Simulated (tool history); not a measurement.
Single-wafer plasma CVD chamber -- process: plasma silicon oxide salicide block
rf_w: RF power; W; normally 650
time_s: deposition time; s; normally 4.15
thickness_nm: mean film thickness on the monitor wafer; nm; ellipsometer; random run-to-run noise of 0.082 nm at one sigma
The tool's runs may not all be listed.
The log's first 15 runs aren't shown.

run	day	rf_w	time_s	wafers since the last listed run	hours since the last RF generator calibration	hours since the showerhead was replaced	hours since the gauge calibration	read-back reference wafer on the same gauge, thickness_nm	thickness_nm
16	14.25	650	4.46	998	2005.7	4173.1	43	42.598	42.355
# day 15.346: showerhead replaced
17	15.367	650	3.65	577	2032.5	0.5	69.8	42.605	34.662
18	15.733	740	4.15	270	2041.3	9.3	78.6	42.601	41.127
19	17.079	610	4.15	991	2073.6	41.6	110.9	42.609	38.395
20	18.088	765	4.15	743	2097.8	65.8	135.1	42.604	41.515
21	18.662	650	4.15	423	2111.6	79.6	148.9	42.585	39.196
# day 20.5: RF generator calibrated
22	21.617	615	3.47	1931	26.8	150.5	219.8	42.602	32.97
23	22.588	535	3.37	715	50.1	173.8	243.1	42.593	30.53
24	23.104	650	4.89	380	62.5	186.2	255.5	42.593	47.492
25	23.95	650	4.15	623	82.8	206.5	275.8	42.575	40.392
26	25.262	650	4.15	967	114.3	238	307.3	42.598	40.317
27	26.208	775	4.69	697	137	260.7	330	42.615	48.5
28	28.008	760	3.5	1326	180.2	303.9	373.2	42.6	35.778
29	29.358	525	4.82	995	212.6	336.3	405.6	42.573	43.348
30	30.621	650	4.46	930	242.9	366.6	435.9	42.604	43.345

Each row is a separate what-if for the run after 30, all from the same tool condition, not one after another. Results?
A	30.638	780	4.15	12	243.3	367	436.3	?	?
B	30.638	650	3.68	12	243.3	367	436.3	?	?
C	30.638	755	4.52	12	243.3	367	436.3	?	?
D	30.638	650	4.36	12	243.3	367	436.3	?	?
E	30.638	650	4.69	12	243.3	367	436.3	?	?

run	read-back reference wafer on the same gauge, thickness_nm	thickness_nm
A	42.597	42.871
B	42.597	35.671
C	42.597	46.172
D	42.597	42.262
E	42.597	45.461
With no hidden state in the tool, these same runs would have given:
run	thickness_nm
A	43.002
B	35.779
C	46.312
D	42.39
E	45.599

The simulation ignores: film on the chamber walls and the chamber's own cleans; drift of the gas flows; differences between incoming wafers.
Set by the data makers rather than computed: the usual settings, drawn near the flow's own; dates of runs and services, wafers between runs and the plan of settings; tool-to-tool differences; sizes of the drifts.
